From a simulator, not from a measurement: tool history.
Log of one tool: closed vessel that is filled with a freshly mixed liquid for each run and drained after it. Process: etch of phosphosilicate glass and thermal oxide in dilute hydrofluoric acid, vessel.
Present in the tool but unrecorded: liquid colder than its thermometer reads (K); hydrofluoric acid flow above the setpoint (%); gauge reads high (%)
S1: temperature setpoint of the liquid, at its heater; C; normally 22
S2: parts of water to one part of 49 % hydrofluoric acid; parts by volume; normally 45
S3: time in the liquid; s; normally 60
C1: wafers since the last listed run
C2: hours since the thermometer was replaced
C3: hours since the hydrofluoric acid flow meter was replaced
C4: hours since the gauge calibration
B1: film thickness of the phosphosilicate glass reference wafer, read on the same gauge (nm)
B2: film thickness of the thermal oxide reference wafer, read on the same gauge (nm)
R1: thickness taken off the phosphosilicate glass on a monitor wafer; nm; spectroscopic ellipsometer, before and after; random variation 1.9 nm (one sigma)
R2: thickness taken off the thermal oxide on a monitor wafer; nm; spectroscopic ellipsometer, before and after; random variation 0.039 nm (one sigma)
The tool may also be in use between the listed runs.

run    hour    S1  S2  S3     C1      C2     C3      C4     B1     B2      R1     R2
  1       0    22  45  90      0   826.8  320.2   736.1  79.99  39.99   451.8  10.09
      174.1  -- hydrofluoric acid flow meter replaced
  2   230.3    20  45  75  33053  1057.1   56.2   966.4     80  39.99  331.62   7.16
  3   282.1    22  45  60   7466  1108.9    108  1018.2  79.99  40.04  287.29   6.34
  4   487.5    22  45  60  29608  1314.3  313.4  1223.6     80  40.02  304.83   6.63
        564  -- thermometer replaced
  5   572.5    22  45  60  12108     8.5  398.4  1308.6     80  40.01  302.07   6.73
  6   673.1    22  45  60  14501   109.1    499  1409.2  80.01  40.01  307.57      7
      674.1  -- hydrofluoric acid flow meter replaced
      739.8  -- gauge calibrated
  7   764.1    22  45  60  12973   200.1     90    24.3  79.99     40  289.58   6.37
  8     858  17.5  45  60  13535     294  183.9   118.2  80.01  39.99  244.52   5.44
  9     932    22  35  60  10667     368  257.9   192.2  79.99  40.04  389.75   8.64
 10   984.9    26  40  60   7625   420.9  310.8   245.1     80  39.95  405.91   8.94
 11  1054.6    22  45  60  10047   490.6  380.5   314.8  79.97  40.01  307.07   6.78
 12  1145.5    22  45  60  13103   581.5  471.4   405.7  79.99  40.01  313.08   7.04
     1159.5  -- hydrofluoric acid flow meter replaced
 13  1201.4    27  60  85   7913   637.4   41.9   461.6  79.99  39.98  360.69   8.02
 14  1255.9    22  45  75   7856   691.9   96.4   516.1     80     40  360.58    7.9
     1556.9  -- hydrofluoric acid flow meter replaced
 15  1570.1    19  30  45  45147  1006.1   13.2   830.3  80.03  40.05  287.97   6.36

The tool's hidden state at each run:
liquid colder than its thermometer reads (K): 0 on each run
gauge reads high (%): 0 on each run
H1: hydrofluoric acid flow above the setpoint (%)
run    H1
  1  7.27
  2  2.28
  3  3.33
  4  7.45
  5  9.16
  6  11.2
  7  3.74
  8  5.63
  9  7.11
 10  8.18
 11  9.58
 12  11.4
 13  1.14
 14  2.24
 15  2.14
